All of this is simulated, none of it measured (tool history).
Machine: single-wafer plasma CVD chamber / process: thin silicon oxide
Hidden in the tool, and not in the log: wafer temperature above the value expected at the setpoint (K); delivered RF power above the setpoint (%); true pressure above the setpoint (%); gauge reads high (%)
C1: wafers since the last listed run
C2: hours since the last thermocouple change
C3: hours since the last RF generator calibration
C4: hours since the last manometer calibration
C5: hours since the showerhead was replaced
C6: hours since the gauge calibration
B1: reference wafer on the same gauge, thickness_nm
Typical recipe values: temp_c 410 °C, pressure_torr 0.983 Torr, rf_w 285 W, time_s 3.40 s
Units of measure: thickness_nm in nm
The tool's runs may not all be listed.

run 1 hour=0.0 | temp_c=410 pressure_torr=1.076 rf_w=285 time_s=3.40 | C1=0 C2=507.7 C3=1593.0 C4=2638.0 C5=1793.7 C6=35.2 | B1=5.962 | thickness_nm=7.856
run 2 hour=61.1 | temp_c=410 pressure_torr=0.983 rf_w=285 time_s=3.40 | C1=2589 C2=568.8 C3=1654.1 C4=2699.1 C5=1854.8 C6=96.3 | B1=5.961 | thickness_nm=7.390
run 3 hour=121.8 | temp_c=410 pressure_torr=0.983 rf_w=285 time_s=3.40 | C1=2572 C2=629.5 C3=1714.8 C4=2759.8 C5=1915.5 C6=157.0 | B1=5.961 | thickness_nm=7.374
run 4 hour=150.2 | temp_c=410 pressure_torr=0.983 rf_w=285 time_s=3.40 | C1=1203 C2=657.9 C3=1743.2 C4=2788.2 C5=1943.9 C6=185.4 | B1=5.961 | thickness_nm=7.413
-- hour=196.3 RF generator calibrated
run 5 hour=196.8 | temp_c=410 pressure_torr=0.983 rf_w=285 time_s=3.40 | C1=1636 C2=704.5 C3=0.5 C4=2834.8 C5=1990.5 C6=232.0 | B1=5.960 | thickness_nm=7.386
run 6 hour=258.8 | temp_c=410 pressure_torr=0.983 rf_w=285 time_s=3.40 | C1=2627 C2=766.5 C3=62.5 C4=2896.8 C5=2052.5 C6=294.0 | B1=5.958 | thickness_nm=7.408
run 7 hour=288.3 | temp_c=410 pressure_torr=0.983 rf_w=285 time_s=2.91 | C1=1250 C2=796.0 C3=92.0 C4=2926.3 C5=2082.0 C6=323.5 | B1=5.959 | thickness_nm=6.369
run 8 hour=336.3 | temp_c=410 pressure_torr=0.983 rf_w=285 time_s=2.91 | C1=2034 C2=844.0 C3=140.0 C4=2974.3 C5=2130.0 C6=371.5 | B1=5.963 | thickness_nm=6.329
run 9 hour=378.0 | temp_c=410 pressure_torr=0.983 rf_w=285 time_s=3.40 | C1=1767 C2=885.7 C3=181.7 C4=3016.0 C5=2171.7 C6=413.2 | B1=5.959 | thickness_nm=7.366
run 10 hour=402.4 | temp_c=410 pressure_torr=0.983 rf_w=285 time_s=3.40 | C1=1034 C2=910.1 C3=206.1 C4=3040.4 C5=2196.1 C6=437.6 | B1=5.962 | thickness_nm=7.361
-- hour=474.2 capacitance manometer re-zeroed and calibrated
run 11 hour=565.6 | temp_c=410 pressure_torr=0.983 rf_w=285 time_s=3.40 | C1=6578 C2=1073.3 C3=369.3 C4=91.4 C5=2359.3 C6=600.8 | B1=5.965 | thickness_nm=7.432
-- hour=608.2 thermocouple changed; heater temperature recalibrated
run 12 hour=635.4 | temp_c=410 pressure_torr=0.983 rf_w=285 time_s=3.40 | C1=2619 C2=27.2 C3=439.1 C4=161.2 C5=2429.1 C6=670.6 | B1=5.964 | thickness_nm=7.349
run 13 hour=684.4 | temp_c=400 pressure_torr=1.166 rf_w=285 time_s=3.40 | C1=2076 C2=76.2 C3=488.1 C4=210.2 C5=2478.1 C6=719.6 | B1=5.957 | thickness_nm=8.240
run 14 hour=745.4 | temp_c=410 pressure_torr=0.983 rf_w=285 time_s=3.40 | C1=2585 C2=137.2 C3=549.1 C4=271.2 C5=2539.1 C6=780.6 | B1=5.952 | thickness_nm=7.377
run 15 hour=783.7 | temp_c=410 pressure_torr=0.794 rf_w=285 time_s=3.40 | C1=1623 C2=175.5 C3=587.4 C4=309.5 C5=2577.4 C6=818.9 | B1=5.961 | thickness_nm=6.273
run 16 hour=816.2 | temp_c=396 pressure_torr=0.983 rf_w=285 time_s=3.40 | C1=1377 C2=208.0 C3=619.9 C4=342.0 C5=2609.9 C6=851.4 | B1=5.958 | thickness_nm=7.471
run 17 hour=859.9 | temp_c=420 pressure_torr=1.113 rf_w=245 time_s=3.76 | C1=1852 C2=251.7 C3=663.6 C4=385.7 C5=2653.6 C6=895.1 | B1=5.959 | thickness_nm=7.998
run 18 hour=919.6 | temp_c=398 pressure_torr=1.076 rf_w=235 time_s=2.73 | C1=2530 C2=311.4 C3=723.3 C4=445.4 C5=2713.3 C6=954.8 | B1=5.961 | thickness_nm=5.648
run 19 hour=952.5 | temp_c=410 pressure_torr=0.983 rf_w=285 time_s=3.40 | C1=1394 C2=344.3 C3=756.2 C4=478.3 C5=2746.2 C6=987.7 | B1=5.955 | thickness_nm=7.348
-- hour=997.3 showerhead replaced
run 20 hour=1024.3 | temp_c=410 pressure_torr=1.192 rf_w=285 time_s=3.40 | C1=2704 C2=416.1 C3=828.0 C4=550.1 C5=27.0 C6=1059.5 | B1=5.964 | thickness_nm=8.374
run 21 hour=1094.3 | temp_c=399 pressure_torr=0.983 rf_w=270 time_s=3.40 | C1=2967 C2=486.1 C3=898.0 C4=620.1 C5=97.0 C6=1129.5 | B1=5.959 | thickness_nm=7.231
-- hour=1095.8 gauge calibrated
run 22 hour=1159.6 | temp_c=405 pressure_torr=0.983 rf_w=320 time_s=3.40 | C1=2767 C2=551.4 C3=963.3 C4=685.4 C5=162.3 C6=63.8 | B1=5.959 | thickness_nm=7.896
run 23 hour=1205.2 | temp_c=410 pressure_torr=0.983 rf_w=285 time_s=3.40 | C1=1932 C2=597.0 C3=1008.9 C4=731.0 C5=207.9 C6=109.4 | B1=5.962 | thickness_nm=7.412
run 24 hour=1231.9 | temp_c=420 pressure_torr=1.080 rf_w=235 time_s=3.03 | C1=1131 C2=623.7 C3=1035.6 C4=757.7 C5=234.6 C6=136.1 | B1=5.959 | thickness_nm=6.179
run 25 hour=1324.6 | temp_c=402 pressure_torr=0.983 rf_w=285 time_s=2.74 | C1=3929 C2=716.4 C3=1128.3 C4=850.4 C5=327.3 C6=228.8 | B1=5.963 | thickness_nm=5.963
run 26 hour=1380.2 | temp_c=410 pressure_torr=0.983 rf_w=285 time_s=3.40 | C1=2356 C2=772.0 C3=1183.9 C4=906.0 C5=382.9 C6=284.4 | B1=5.962 | thickness_nm=7.414
run 27 hour=1437.8 | temp_c=398 pressure_torr=1.076 rf_w=235 time_s=2.73 | C1=2441 C2=829.6 C3=1241.5 C4=963.6 C5=440.5 C6=342.0 | B1=5.959 | thickness_nm=5.691
run 28 hour=1464.3 | temp_c=403 pressure_torr=0.983 rf_w=255 time_s=3.40 | C1=1123 C2=856.1 C3=1268.0 C4=990.1 C5=467.0 C6=368.5 | B1=5.956 | thickness_nm=6.895
run 29 hour=1534.1 | temp_c=410 pressure_torr=0.983 rf_w=260 time_s=3.09 | C1=2958 C2=925.9 C3=1337.8 C4=1059.9 C5=536.8 C6=438.3 | B1=5.959 | thickness_nm=6.457

Branching from run 29: 4 alternative next runs. What would each branch give?
run A hour=1534.5 | temp_c=410 pressure_torr=0.983 rf_w=285 time_s=3.40 | C1=16 C2=926.3 C3=1338.2 C4=1060.3 C5=537.2 C6=438.7 | B1=? | thickness_nm=?
run B hour=1534.5 | temp_c=421 pressure_torr=0.983 rf_w=285 time_s=3.40 | C1=16 C2=926.3 C3=1338.2 C4=1060.3 C5=537.2 C6=438.7 | B1=? | thickness_nm=?
run C hour=1534.5 | temp_c=410 pressure_torr=0.983 rf_w=245 time_s=2.81 | C1=16 C2=926.3 C3=1338.2 C4=1060.3 C5=537.2 C6=438.7 | B1=? | thickness_nm=?
run D hour=1534.5 | temp_c=424 pressure_torr=0.983 rf_w=335 time_s=3.40 | C1=16 C2=926.3 C3=1338.2 C4=1060.3 C5=537.2 C6=438.7 | B1=? | thickness_nm=?

run=A B1=5.960 thickness_nm=7.324
run=B B1=5.960 thickness_nm=7.278
run=C B1=5.960 thickness_nm=5.561
run=D B1=5.960 thickness_nm=7.863
Without the tool's hidden state the same runs would have given:
run=A thickness_nm=7.324
run=B thickness_nm=7.278
run=C thickness_nm=5.561
run=D thickness_nm=7.863
